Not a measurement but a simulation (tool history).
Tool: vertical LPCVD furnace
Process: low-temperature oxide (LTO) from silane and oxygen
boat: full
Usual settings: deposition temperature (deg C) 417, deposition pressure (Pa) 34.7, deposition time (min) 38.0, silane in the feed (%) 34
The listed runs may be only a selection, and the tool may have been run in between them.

run	hour	deposition temperature (deg C)	deposition pressure (Pa)	deposition time (min)	silane in the feed (%)	wafers since the last listed run	hours since the last temperature calibration	hours since the pressure gauge was zeroed	hours since the silane flow controller was replaced	hours since the gauge calibration	read-back reference wafer on the same gauge, thickness	film thickness on the monitor wafer in the middle of the boat (angstrom)
1	0.0	417	34.7	38.0	32	0	2025.2	1893.2	5534.4	1252.8	362.79	3802.4
2	80.1	417	34.7	38.0	32	1242	2105.3	1973.3	5614.5	1332.9	363.23	3855.9
3	144.4	417	34.7	38.0	32	997	2169.6	2037.6	5678.8	1397.2	363.22	3838.9
4	209.1	417	34.7	38.0	34	1003	2234.3	2102.3	5743.5	1461.9	364.89	4161.1
5	269.2	417	34.7	38.0	34	931	2294.4	2162.4	5803.6	1522.0	364.50	4152.8
6	320.6	417	34.7	38.0	34	796	2345.8	2213.8	5855.0	1573.4	364.49	4164.4
7	421.3	417	34.7	38.0	34	1561	2446.5	2314.5	5955.7	1674.1	366.22	4194.9
8	480.2	417	34.7	38.0	34	913	2505.4	2373.4	6014.6	1733.0	365.94	4222.9
9	533.4	417	34.7	38.0	34	824	2558.6	2426.6	6067.8	1786.2	366.00	4182.8
10	638.3	417	34.7	38.0	34	1626	2663.5	2531.5	6172.7	1891.1	367.29	4209.7
11	688.5	417	34.7	38.0	34	778	2713.7	2581.7	6222.9	1941.3	368.50	4181.7
# hour 716.2: thermocouples replaced and temperature profile calibrated
# hour 737.7: pressure gauge zeroed
12	770.7	417	34.7	38.0	34	568	54.5	33.0	6305.1	2023.5	369.14	4288.5
13	816.0	417	34.7	38.0	34	702	99.8	78.3	6350.4	2068.8	369.63	4226.9
14	914.3	417	34.7	38.0	31	1524	198.1	176.6	6448.7	2167.1	370.67	3747.2
15	1001.5	417	34.7	38.0	34	1352	285.3	263.8	6535.9	2254.3	370.94	4248.3
16	1045.5	413	34.7	38.0	34	682	329.3	307.8	6579.9	2298.3	371.18	4052.9
17	1083.8	417	34.7	42.5	34	593	367.6	346.1	6618.2	2336.6	371.95	4770.5
18	1182.6	417	34.7	38.0	34	1531	466.4	444.9	6717.0	2435.4	373.18	4261.2
19	1224.7	417	34.7	38.0	34	652	508.5	487.0	6759.1	2477.5	373.61	4263.2
# hour 1297.0: silane flow controller replaced
# hour 1403.6: gauge calibrated
20	1445.5	417	43.3	52.0	34	3051	729.3	707.8	148.5	41.9	362.75	7089.9
21	1531.9	417	42.0	38.0	34	1339	815.7	794.2	234.9	128.3	363.00	5025.4
22	1598.3	417	40.0	38.0	34	1029	882.1	860.6	301.3	194.7	362.78	4744.2
23	1681.0	417	37.3	38.0	34	1282	964.8	943.3	384.0	277.4	363.08	4439.7
24	1749.4	417	34.7	38.0	34	1060	1033.2	1011.7	452.4	345.8	363.03	4176.5
25	1831.7	417	34.7	38.0	39	1276	1115.5	1094.0	534.7	428.1	363.04	4934.1
26	1880.9	407	28.0	51.5	39	762	1164.7	1143.2	583.9	477.3	363.62	4858.2
27	1937.6	409	40.0	51.0	34	879	1221.4	1199.9	640.6	534.0	362.45	5985.6
28	2034.9	417	34.7	38.0	34	1508	1318.7	1297.2	737.9	631.3	364.08	4143.8
29	2077.8	417	34.7	38.0	34	665	1361.6	1340.1	780.8	674.2	363.36	4169.5
30	2147.1	417	37.3	26.5	34	1074	1430.9	1409.4	850.1	743.5	363.15	3137.1
31	2195.4	408	29.3	47.0	34	748	1479.2	1457.7	898.4	791.8	364.41	3931.6

The same runs without the tool's hidden state, with the same run-to-run variation:
Unlogged tool condition in this case: true tube temperature minus thermocouple reading, K; true pressure minus gauge reading, mTorr; deviation of the silane flow from its setpoint, %; gauge reads high (%).
run	film thickness on the monitor wafer in the middle of the boat (angstrom)
1	3786.3
2	3834.1
3	3812.6
4	4127.4
5	4114.1
6	4121.1
7	4142.1
8	4164.0
9	4119.2
10	4134.8
11	4102.0
12	4197.5
13	4132.1
14	3652.9
15	4130.7
16	3935.3
17	4626.7
18	4119.7
19	4116.0
20	7054.2
21	4999.5
22	4719.0
23	4415.0
24	4152.1
25	4903.1
26	4826.2
27	5943.8
28	4111.7
29	4135.6
30	3109.5
31	3895.1
